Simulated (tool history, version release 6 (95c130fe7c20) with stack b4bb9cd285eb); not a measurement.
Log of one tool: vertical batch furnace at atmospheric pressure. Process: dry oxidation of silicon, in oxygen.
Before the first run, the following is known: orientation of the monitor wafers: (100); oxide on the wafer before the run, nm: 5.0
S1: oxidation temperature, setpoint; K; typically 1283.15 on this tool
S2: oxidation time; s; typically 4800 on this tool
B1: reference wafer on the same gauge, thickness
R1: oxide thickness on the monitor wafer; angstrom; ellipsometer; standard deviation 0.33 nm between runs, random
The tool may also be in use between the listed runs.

run 1 day=0 | S1=1283.15 S2=4800 | B1=56.27 | R1=650.8
run 2 day=2.333 | S1=1283.15 S2=4800 | B1=56.31 | R1=646.8
run 3 day=4.854 | S1=1275.15 S2=4800 | B1=56.23 | R1=599.8
-- day=5.775 gauge calibrated
run 4 day=6.112 | S1=1283.15 S2=4800 | B1=56.22 | R1=650.3
run 5 day=8.138 | S1=1283.15 S2=4800 | B1=56.21 | R1=648.9
-- day=11.771 boat lift adjusted
run 6 day=11.792 | S1=1283.15 S2=4800 | B1=56.14 | R1=649
-- day=13.188 thermocouples replaced and temperature profile calibrated
run 7 day=13.208 | S1=1273.15 S2=4800 | B1=56.18 | R1=585.7
run 8 day=14.95 | S1=1301.15 S2=6600 | B1=56.06 | R1=940.5
run 9 day=16.279 | S1=1283.15 S2=4800 | B1=56.1 | R1=651.8
run 10 day=19.246 | S1=1270.15 S2=2580 | B1=56.24 | R1=390.2
-- day=19.562 gauge calibrated
run 11 day=21.092 | S1=1306.15 S2=5850 | B1=56.23 | R1=905.6
run 12 day=23.004 | S1=1300.15 S2=2640 | B1=56.26 | R1=515.3
run 13 day=25.262 | S1=1299.15 S2=3750 | B1=56.2 | R1=637.6
run 14 day=28.071 | S1=1283.15 S2=4800 | B1=56.21 | R1=651.5

5 ways to go on from here, each from the tool as it stands after run 14. What would each give?
run A day=28.267 | S1=1283.15 S2=4800 | B1=? | R1=?
run B day=28.267 | S1=1283.15 S2=6750 | B1=? | R1=?
run C day=28.267 | S1=1260.15 S2=3960 | B1=? | R1=?
run D day=28.267 | S1=1272.15 S2=5970 | B1=? | R1=?
run E day=28.267 | S1=1283.15 S2=6090 | B1=? | R1=?

run=A B1=56.12 R1=649.4
run=B B1=56.12 R1=815.2
run=C B1=56.12 R1=459.4
run=D B1=56.12 R1=676.1
run=E B1=56.12 R1=760.7
What these runs would have given with no unlogged condition in the tool:
run=A R1=649.4
run=B R1=815.2
run=C R1=459.4
run=D R1=676.1
run=E R1=760.7

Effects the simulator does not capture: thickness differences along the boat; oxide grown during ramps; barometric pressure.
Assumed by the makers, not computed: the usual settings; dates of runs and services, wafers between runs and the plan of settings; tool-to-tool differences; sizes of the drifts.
